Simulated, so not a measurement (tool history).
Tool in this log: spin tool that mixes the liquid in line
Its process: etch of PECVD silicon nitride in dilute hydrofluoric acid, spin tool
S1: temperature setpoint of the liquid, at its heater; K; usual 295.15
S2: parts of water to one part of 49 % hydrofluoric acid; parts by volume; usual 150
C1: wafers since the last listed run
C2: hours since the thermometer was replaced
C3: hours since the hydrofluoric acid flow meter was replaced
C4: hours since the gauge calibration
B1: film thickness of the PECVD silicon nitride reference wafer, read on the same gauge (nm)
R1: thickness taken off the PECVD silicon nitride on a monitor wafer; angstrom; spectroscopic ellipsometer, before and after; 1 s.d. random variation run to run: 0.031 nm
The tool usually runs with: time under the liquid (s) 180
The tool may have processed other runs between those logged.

Run 1, hour 0: usual settings; C1 0; C2 2281.2; C3 460.3; C4 208; B1 39.988. Result: R1 19.57 angstrom.
Run 2, hour 128.8: usual settings; C1 1077; C2 2410; C3 589.1; C4 336.8; B1 40.038. Result: R1 20.04 angstrom.
Run 3, hour 192.7: usual settings; C1 534; C2 2473.9; C3 653; C4 400.7; B1 39.978. Result: R1 19.99 angstrom.
Run 4, hour 295.3: usual settings; C1 858; C2 2576.5; C3 755.6; C4 503.3; B1 40.05. Result: R1 19 angstrom.
Run 5, hour 388.7: usual settings; C1 781; C2 2669.9; C3 849; C4 596.7; B1 39.965. Result: R1 19.44 angstrom.
Run 6, hour 489.4: usual settings; C1 842; C2 2770.6; C3 949.7; C4 697.4; B1 40.019. Result: R1 19.43 angstrom.
Run 7, hour 565.2: usual settings but S1 291.65 K, S2 175 parts by volume; C1 633; C2 2846.4; C3 1025.5; C4 773.2; B1 40.023. Result: R1 12.91 angstrom.
At hour 592.8: thermometer replaced.
Run 8, hour 659.1: usual settings but S1 296.65 K, time under the liquid (s) 235; C1 776; C2 66.3; C3 1119.4; C4 867.1; B1 39.99. Result: R1 27.63 angstrom.
Run 9, hour 702.6: usual settings but S1 296.65 K, time under the liquid (s) 235; C1 363; C2 109.8; C3 1162.9; C4 910.6; B1 39.986. Result: R1 27.85 angstrom.
Run 10, hour 748.2: usual settings; C1 381; C2 155.4; C3 1208.5; C4 956.2; B1 40.002. Result: R1 19.05 angstrom.
Run 11, hour 796.2: usual settings; C1 401; C2 203.4; C3 1256.5; C4 1004.2; B1 40.009. Result: R1 18.71 angstrom.
Run 12, hour 896.9: usual settings but S1 291.15 K, S2 80 parts by volume, time under the liquid (s) 250; C1 842; C2 304.1; C3 1357.2; C4 1104.9; B1 40.003. Result: R1 36.73 angstrom.
At hour 907.8: gauge calibrated.
Run 13, hour 949: usual settings but S1 292.15 K, S2 85 parts by volume, time under the liquid (s) 135; C1 435; C2 356.2; C3 1409.3; C4 41.2; B1 39.998. Result: R1 19.34 angstrom.
Run 14, hour 1006.3: usual settings but S2 110 parts by volume, time under the liquid (s) 235; C1 479; C2 413.5; C3 1466.6; C4 98.5; B1 40.033. Result: R1 33.03 angstrom.
At hour 1030.4: hydrofluoric acid flow meter replaced.
Run 15, hour 1093.5: usual settings but time under the liquid (s) 110; C1 720; C2 500.7; C3 63.1; C4 185.7; B1 40.008. Result: R1 12.94 angstrom.
Run 16, hour 1135.7: usual settings but S1 298.65 K, S2 100 parts by volume, time under the liquid (s) 255; C1 352; C2 542.9; C3 105.3; C4 227.9; B1 39.984. Result: R1 55.79 angstrom.
Run 17, hour 1229.2: usual settings; C1 781; C2 636.4; C3 198.8; C4 321.4; B1 40.001. Result: R1 21.2 angstrom.
Run 18, hour 1281: usual settings but S2 75 parts by volume; C1 433; C2 688.2; C3 250.6; C4 373.2; B1 40.011. Result: R1 40.89 angstrom.
Run 19, hour 1317.5: usual settings but S1 297.65 K, S2 105 parts by volume; C1 305; C2 724.7; C3 287.1; C4 409.7; B1 39.958. Result: R1 34.53 angstrom.

4 ways to go on from here, each from the tool as it stands after run 19. What would each give?
Run A, hour 1318: usual settings but S2 110 parts by volume; C1 4; C2 725.2; C3 287.6; C4 410.2; B1 ?. Result: R1 ?.
Run B, hour 1318: usual settings but S1 292.65 K, S2 210 parts by volume, time under the liquid (s) 285; C1 4; C2 725.2; C3 287.6; C4 410.2; B1 ?. Result: R1 ?.
Run C, hour 1318: usual settings but S1 298.15 K, S2 85 parts by volume, time under the liquid (s) 240; C1 4; C2 725.2; C3 287.6; C4 410.2; B1 ?. Result: R1 ?.
Run D, hour 1318: usual settings but S1 299.65 K, S2 90 parts by volume, time under the liquid (s) 85; C1 4; C2 725.2; C3 287.6; C4 410.2; B1 ?. Result: R1 ?.

run      B1     R1
  A  39.994  27.64
  B  39.994  19.73
  C  39.994  57.95
  D  39.994  21.39
Take away the tool's hidden state, keep each run's random variation, and the runs would have read:
run     R1
  A  28.32
  B  20.21
  C  59.39
  D  21.92

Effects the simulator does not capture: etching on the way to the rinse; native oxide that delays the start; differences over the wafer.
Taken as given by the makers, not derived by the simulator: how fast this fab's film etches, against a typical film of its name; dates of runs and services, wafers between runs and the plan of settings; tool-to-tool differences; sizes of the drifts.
